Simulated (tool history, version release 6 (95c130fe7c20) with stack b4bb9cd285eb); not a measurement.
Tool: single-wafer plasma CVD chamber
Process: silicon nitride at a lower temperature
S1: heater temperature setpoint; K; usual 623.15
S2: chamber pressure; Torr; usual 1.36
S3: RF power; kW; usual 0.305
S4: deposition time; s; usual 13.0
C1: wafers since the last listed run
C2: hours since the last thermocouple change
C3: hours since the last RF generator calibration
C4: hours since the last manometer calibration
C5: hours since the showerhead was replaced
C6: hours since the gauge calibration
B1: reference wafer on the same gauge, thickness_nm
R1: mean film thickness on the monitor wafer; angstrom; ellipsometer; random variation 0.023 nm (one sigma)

| run | day | S1 | S2 | S3 | S4 | C1 | C2 | C3 | C4 | C5 | C6 | B1 | R1 |
|---|---|---|---|---|---|---|---|---|---|---|---|---|---|
| 1 | 0.000 | 623.15 | 1.36 | 0.305 | 13.0 | 0 | 3083.4 | 2657.9 | 1504.9 | 3414.3 | 31.9 | 18.105 | 154.03 |
| 2 | 0.700 | 623.15 | 1.36 | 0.305 | 13.0 | 366 | 3100.2 | 2674.7 | 1521.7 | 3431.1 | 48.7 | 18.097 | 153.91 |
| 3 | 0.958 | 623.15 | 1.36 | 0.305 | 13.0 | 135 | 3106.4 | 2680.9 | 1527.9 | 3437.3 | 54.9 | 18.103 | 153.81 |
| 4 | 1.225 | 623.15 | 1.36 | 0.305 | 13.0 | 139 | 3112.8 | 2687.3 | 1534.3 | 3443.7 | 61.3 | 18.100 | 153.90 |
| 5 | 1.883 | 623.15 | 1.36 | 0.305 | 13.0 | 344 | 3128.6 | 2703.1 | 1550.1 | 3459.5 | 77.1 | 18.100 | 153.88 |
| 6 | 2.371 | 623.15 | 1.36 | 0.305 | 13.0 | 254 | 3140.3 | 2714.8 | 1561.8 | 3471.2 | 88.8 | 18.104 | 153.91 |
| 7 | 2.792 | 623.15 | 1.44 | 0.305 | 13.0 | 220 | 3150.4 | 2724.9 | 1571.9 | 3481.3 | 98.9 | 18.100 | 156.55 |
|  | 3.283 | thermocouple changed; heater temperature recalibrated |
|  | 3.342 | showerhead replaced |
| 8 | 3.362 | 623.15 | 1.36 | 0.305 | 13.0 | 92 | 1.9 | 2738.6 | 1585.6 | 0.5 | 112.6 | 18.106 | 153.78 |
| 9 | 3.554 | 623.15 | 1.36 | 0.305 | 13.0 | 100 | 6.5 | 2743.2 | 1590.2 | 5.1 | 117.2 | 18.099 | 153.35 |
|  | 3.921 | RF generator calibrated |
| 10 | 4.042 | 623.15 | 1.36 | 0.305 | 14.7 | 80 | 18.2 | 2.9 | 1601.9 | 16.8 | 128.9 | 18.102 | 173.62 |
| 11 | 4.600 | 623.15 | 1.36 | 0.305 | 15.2 | 292 | 31.6 | 16.3 | 1615.3 | 30.2 | 142.3 | 18.102 | 179.60 |
| 12 | 5.067 | 616.15 | 1.23 | 0.305 | 14.9 | 244 | 42.8 | 27.5 | 1626.5 | 41.4 | 153.5 | 18.105 | 170.77 |
|  | 5.383 | gauge calibrated |
|  | 5.708 | capacitance manometer re-zeroed and calibrated |
| 13 | 5.729 | 610.15 | 1.25 | 0.305 | 11.5 | 172 | 58.7 | 43.4 | 0.5 | 57.3 | 8.3 | 18.097 | 132.75 |
| 14 | 6.579 | 623.15 | 1.36 | 0.305 | 13.0 | 444 | 79.1 | 63.8 | 20.9 | 77.7 | 28.7 | 18.095 | 154.42 |
| 15 | 7.296 | 632.15 | 1.21 | 0.305 | 13.0 | 374 | 96.3 | 81.0 | 38.1 | 94.9 | 45.9 | 18.098 | 146.93 |
| 16 | 7.646 | 623.15 | 1.36 | 0.305 | 11.0 | 183 | 104.7 | 89.4 | 46.5 | 103.3 | 54.3 | 18.097 | 130.09 |
| 17 | 8.175 | 623.15 | 1.36 | 0.305 | 13.0 | 276 | 117.4 | 102.1 | 59.2 | 116.0 | 67.0 | 18.110 | 153.54 |

Forecast each of these 4 alternatives for the next run:
| A | 8.192 | 623.15 | 1.36 | 0.305 | 13.0 | 8 | 117.8 | 102.5 | 59.6 | 116.4 | 67.4 | ? | ? |
| B | 8.192 | 609.15 | 1.21 | 0.325 | 13.0 | 8 | 117.8 | 102.5 | 59.6 | 116.4 | 67.4 | ? | ? |
| C | 8.192 | 623.15 | 1.36 | 0.270 | 13.0 | 8 | 117.8 | 102.5 | 59.6 | 116.4 | 67.4 | ? | ? |
| D | 8.192 | 623.15 | 1.36 | 0.255 | 13.0 | 8 | 117.8 | 102.5 | 59.6 | 116.4 | 67.4 | ? | ? |

| run | B1 | R1 |
|---|---|---|
| A | 18.098 | 153.90 |
| B | 18.098 | 153.17 |
| C | 18.098 | 144.87 |
| D | 18.098 | 140.84 |
Without the tool's hidden state the same runs would have given:
| run | R1 |
|---|---|
| A | 153.90 |
| B | 153.17 |
| C | 144.87 |
| D | 140.84 |
